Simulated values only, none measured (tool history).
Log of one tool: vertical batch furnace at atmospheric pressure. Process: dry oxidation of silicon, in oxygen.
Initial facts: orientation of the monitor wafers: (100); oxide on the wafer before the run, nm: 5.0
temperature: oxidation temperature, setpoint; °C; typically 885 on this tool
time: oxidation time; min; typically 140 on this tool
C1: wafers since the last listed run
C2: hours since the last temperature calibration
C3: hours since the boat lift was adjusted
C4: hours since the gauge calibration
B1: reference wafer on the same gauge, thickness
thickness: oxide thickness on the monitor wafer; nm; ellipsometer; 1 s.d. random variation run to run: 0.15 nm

run 1 day=0 | temperature=885 time=140 | C1=0 C2=1170.9 C3=5407.2 C4=149.4 | B1=32.25 | thickness=26.76
run 2 day=2.304 | temperature=885 time=140 | C1=446 C2=1226.2 C3=5462.5 C4=204.7 | B1=32.21 | thickness=26.54
run 3 day=3.312 | temperature=885 time=140 | C1=195 C2=1250.4 C3=5486.7 C4=228.9 | B1=32.23 | thickness=26.95
run 4 day=5.746 | temperature=885 time=140 | C1=471 C2=1308.8 C3=5545.1 C4=287.3 | B1=32.16 | thickness=26.76
run 5 day=7.55 | temperature=885 time=140 | C1=349 C2=1352.1 C3=5588.4 C4=330.6 | B1=32.09 | thickness=26.79
run 6 day=9 | temperature=885 time=140 | C1=281 C2=1386.9 C3=5623.2 C4=365.4 | B1=32.17 | thickness=26.51
run 7 day=10.2 | temperature=885 time=140 | C1=232 C2=1415.7 C3=5652 C4=394.2 | B1=32.14 | thickness=27.1
run 8 day=11.754 | temperature=877 time=140 | C1=301 C2=1453 C3=5689.3 C4=431.5 | B1=32.23 | thickness=24.69
run 9 day=12.758 | temperature=877 time=140 | C1=194 C2=1477.1 C3=5713.4 C4=455.6 | B1=32.22 | thickness=24.86
run 10 day=15.096 | temperature=877 time=140 | C1=453 C2=1533.2 C3=5769.5 C4=511.7 | B1=32.15 | thickness=24.95
run 11 day=17.696 | temperature=902 time=140 | C1=504 C2=1595.6 C3=5831.9 C4=574.1 | B1=32.21 | thickness=31.87
-- day=19.246 boat lift adjusted
run 12 day=19.267 | temperature=902 time=140 | C1=110 C2=1633.3 C3=0.5 C4=611.8 | B1=32.26 | thickness=31.69
run 13 day=21.3 | temperature=885 time=140 | C1=394 C2=1682.1 C3=49.3 C4=660.6 | B1=32.24 | thickness=26.67
-- day=25.029 thermocouples replaced and temperature profile calibrated
run 14 day=25.05 | temperature=871 time=186.5 | C1=533 C2=0.5 C3=139.3 C4=750.6 | B1=32.18 | thickness=28.24
run 15 day=29.792 | temperature=877 time=176 | C1=919 C2=114.3 C3=253.1 C4=864.4 | B1=32.1 | thickness=28.49
run 16 day=35.054 | temperature=885 time=140 | C1=1020 C2=240.6 C3=379.4 C4=990.7 | B1=32.27 | thickness=26.74
run 17 day=36.896 | temperature=885 time=140 | C1=357 C2=284.8 C3=423.6 C4=1034.9 | B1=32.25 | thickness=26.76
-- day=37.462 gauge calibrated
run 18 day=39.212 | temperature=872 time=140 | C1=449 C2=340.4 C3=479.2 C4=42 | B1=32.19 | thickness=23.61

Forecast run 19:
run 19 day=41.338 | temperature=885 time=140 | C1=412 C2=391.4 C3=530.2 C4=93 | B1=? | thickness=?

B1: 32.27
thickness: 26.9 nm
Were there no unlogged condition in the tool, this run, its random variation unchanged, would have produced thickness 26.9 nm.
